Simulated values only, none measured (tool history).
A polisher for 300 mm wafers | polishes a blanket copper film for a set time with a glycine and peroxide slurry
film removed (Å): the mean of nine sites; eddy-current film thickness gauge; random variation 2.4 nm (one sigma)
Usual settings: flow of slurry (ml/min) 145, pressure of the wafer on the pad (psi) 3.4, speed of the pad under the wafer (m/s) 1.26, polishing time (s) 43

| run | hour | flow of slurry (ml/min) | pressure of the wafer on the pad (psi) | speed of the pad under the wafer (m/s) | polishing time (s) | incoming thickness of the incoming film, nm | film removed (Å) |
|---|---|---|---|---|---|---|---|
| 1 | 0.0 | 145 | 3.4 | 1.48 | 43 | 2030.6 | 3531 |
| 2 | 10.8 | 145 | 3.4 | 1.48 | 43 | 2045.7 | 3467 |
| 3 | 20.4 | 145 | 3.4 | 1.48 | 43 | 2033.8 | 3483 |
| 4 | 30.5 | 145 | 3.4 | 1.26 | 43 | 2059.1 | 3122 |
| 5 | 41.7 | 145 | 3.4 | 1.26 | 43 | 2061.4 | 3109 |
| 6 | 50.1 | 145 | 3.4 | 1.26 | 43 | 2106.3 | 3135 |
| 7 | 57.1 | 120 | 3.4 | 1.26 | 43 | 2030.0 | 2940 |
| 8 | 66.8 | 120 | 3.4 | 1.26 | 43 | 2092.5 | 2926 |
|  | 71.0 | worn pad replaced by a new one |
| 9 | 83.4 | 145 | 3.4 | 1.26 | 43 | 2061.9 | 3142 |
| 10 | 99.8 | 180 | 3.4 | 1.26 | 43 | 2031.1 | 3278 |
| 11 | 115.1 | 145 | 3.4 | 0.86 | 51 | 2065.5 | 2851 |
| 12 | 127.2 | 115 | 4.6 | 1.58 | 30 | 2077.0 | 3186 |
|  | 134.6 | slurry nozzle cleaned |
| 13 | 142.6 | 110 | 3.4 | 1.26 | 54 | 2036.5 | 4178 |
|  | 151.0 | head pressure recalibrated |
| 14 | 153.4 | 145 | 3.4 | 1.26 | 43 | 2042.2 | 3270 |
|  | 163.0 | worn pad replaced by a new one |
| 15 | 167.7 | 120 | 3.9 | 0.96 | 54 | 2088.4 | 3652 |
| 16 | 175.2 | 110 | 3.4 | 1.64 | 32 | 2057.5 | 2786 |
| 17 | 189.0 | 145 | 4.2 | 1.26 | 31 | 2051.0 | 2804 |
| 18 | 198.4 | 145 | 2.9 | 1.26 | 31 | 2104.1 | 2032 |
| 19 | 213.5 | 145 | 3.4 | 1.26 | 43 | 2052.7 | 3243 |

5 ways to go on from here, each from the tool as it stands after run 19. What would each give?
| A | 213.9 | 145 | 3.4 | 1.26 | 43 | 2034.2 | ? |
| B | 213.9 | 145 | 3.4 | 1.12 | 32 | 2034.2 | ? |
| C | 213.9 | 145 | 3.4 | 1.26 | 30 | 2034.2 | ? |
| D | 213.9 | 145 | 2.4 | 1.26 | 43 | 2034.2 | ? |
| E | 213.9 | 145 | 3.4 | 0.86 | 43 | 2034.2 | ? |

| run | film removed (Å) |
|---|---|
| A | 3249 |
| B | 2224 |
| C | 2267 |
| D | 2407 |
| E | 2506 |
Without the tool's hidden state the same runs would have given:
| run | film removed (Å) |
|---|---|
| A | 3240 |
| B | 2219 |
| C | 2260 |
| D | 2403 |
| E | 2501 |

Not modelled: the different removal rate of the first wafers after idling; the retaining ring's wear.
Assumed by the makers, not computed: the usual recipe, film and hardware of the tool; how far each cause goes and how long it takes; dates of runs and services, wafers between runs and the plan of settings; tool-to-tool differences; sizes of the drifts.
